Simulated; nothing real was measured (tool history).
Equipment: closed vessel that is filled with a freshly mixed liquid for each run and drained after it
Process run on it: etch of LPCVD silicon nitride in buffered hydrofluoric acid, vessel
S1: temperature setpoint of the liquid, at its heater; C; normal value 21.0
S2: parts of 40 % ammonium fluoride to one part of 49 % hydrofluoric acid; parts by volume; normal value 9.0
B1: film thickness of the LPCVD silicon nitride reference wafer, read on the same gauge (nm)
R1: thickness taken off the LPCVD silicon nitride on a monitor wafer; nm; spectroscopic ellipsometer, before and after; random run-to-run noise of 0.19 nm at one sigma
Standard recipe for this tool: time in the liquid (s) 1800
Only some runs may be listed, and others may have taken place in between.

Run 1, hour 0.0: usual settings but S1 22.5 C, time in the liquid (s) 960; B1 120.02. Result: R1 15.46 nm.
Run 2, hour 7.3: usual settings but S1 22.5 C, time in the liquid (s) 960; B1 119.98. Result: R1 15.59 nm.
Run 3, hour 13.6: usual settings but S1 22.5 C, time in the liquid (s) 960; B1 120.02. Result: R1 15.52 nm.
Run 4, hour 21.0: usual settings but time in the liquid (s) 2055; B1 120.00. Result: R1 30.50 nm.
Run 5, hour 29.2: usual settings but time in the liquid (s) 2055; B1 120.01. Result: R1 30.68 nm.
Run 6, hour 35.6: usual settings but S1 19.0 C, S2 7.0 parts by volume; B1 119.99. Result: R1 31.46 nm.
Run 7, hour 49.7: usual settings but S1 19.0 C, S2 7.0 parts by volume; B1 119.98. Result: R1 31.26 nm.
Run 8, hour 63.9: usual settings but S2 10.5 parts by volume; B1 119.98. Result: R1 23.81 nm.
Run 9, hour 77.4: usual settings but S2 10.5 parts by volume; B1 119.99. Result: R1 23.87 nm.
Run 10, hour 85.2: usual settings but time in the liquid (s) 2390; B1 119.98. Result: R1 35.21 nm.
Run 11, hour 101.9: usual settings but time in the liquid (s) 2390; B1 119.98. Result: R1 35.11 nm.
Run 12, hour 116.0: usual settings but S1 22.5 C; B1 120.06. Result: R1 28.89 nm.
At hour 141.4: thermometer replaced.
Run 13, hour 159.9: usual settings but S1 18.0 C, time in the liquid (s) 2755; B1 120.02. Result: R1 34.80 nm.
At hour 167.3: gauge calibrated.
Run 14, hour 176.1: usual settings but S2 7.0 parts by volume; B1 120.03. Result: R1 34.84 nm.
Run 15, hour 191.6: usual settings but S1 24.5 C, S2 7.0 parts by volume, time in the liquid (s) 1190; B1 119.99. Result: R1 28.04 nm.
Run 16, hour 201.2: usual settings; B1 119.98. Result: R1 26.66 nm.
At hour 211.8: hydrofluoric acid flow meter replaced.
Run 17, hour 216.9: usual settings but time in the liquid (s) 2055; B1 120.01. Result: R1 30.45 nm.
Run 18, hour 234.9: usual settings but S1 23.0 C, S2 7.0 parts by volume, time in the liquid (s) 1315; B1 119.99. Result: R1 28.98 nm.
Run 19, hour 242.2: usual settings but S1 22.5 C, S2 11.0 parts by volume; B1 120.00. Result: R1 24.70 nm.
Run 20, hour 255.4: usual settings but S1 24.5 C; B1 120.04. Result: R1 32.60 nm.
Run 21, hour 268.5: usual settings; B1 120.02. Result: R1 26.59 nm.
Run 22, hour 275.4: usual settings but S1 17.0 C, S2 10.0 parts by volume, time in the liquid (s) 1205; B1 120.03. Result: R1 13.49 nm.

Here are 3 independent what-if runs from the current tool condition. What would each one return?
Run A, hour 276.5: usual settings; B1 ?. Result: R1 ?.
Run B, hour 276.5: usual settings but S1 19.5 C, time in the liquid (s) 2085; B1 ?. Result: R1 ?.
Run C, hour 276.5: usual settings but S2 12.0 parts by volume, time in the liquid (s) 2565; B1 ?. Result: R1 ?.

run      B1     R1
  A  119.98  26.38
  B  119.98  28.11
  C  119.98  29.45
Stripped of hidden state, with their random variation kept, the same runs would have yielded:
run     R1
  A  26.38
  B  28.11
  C  29.45
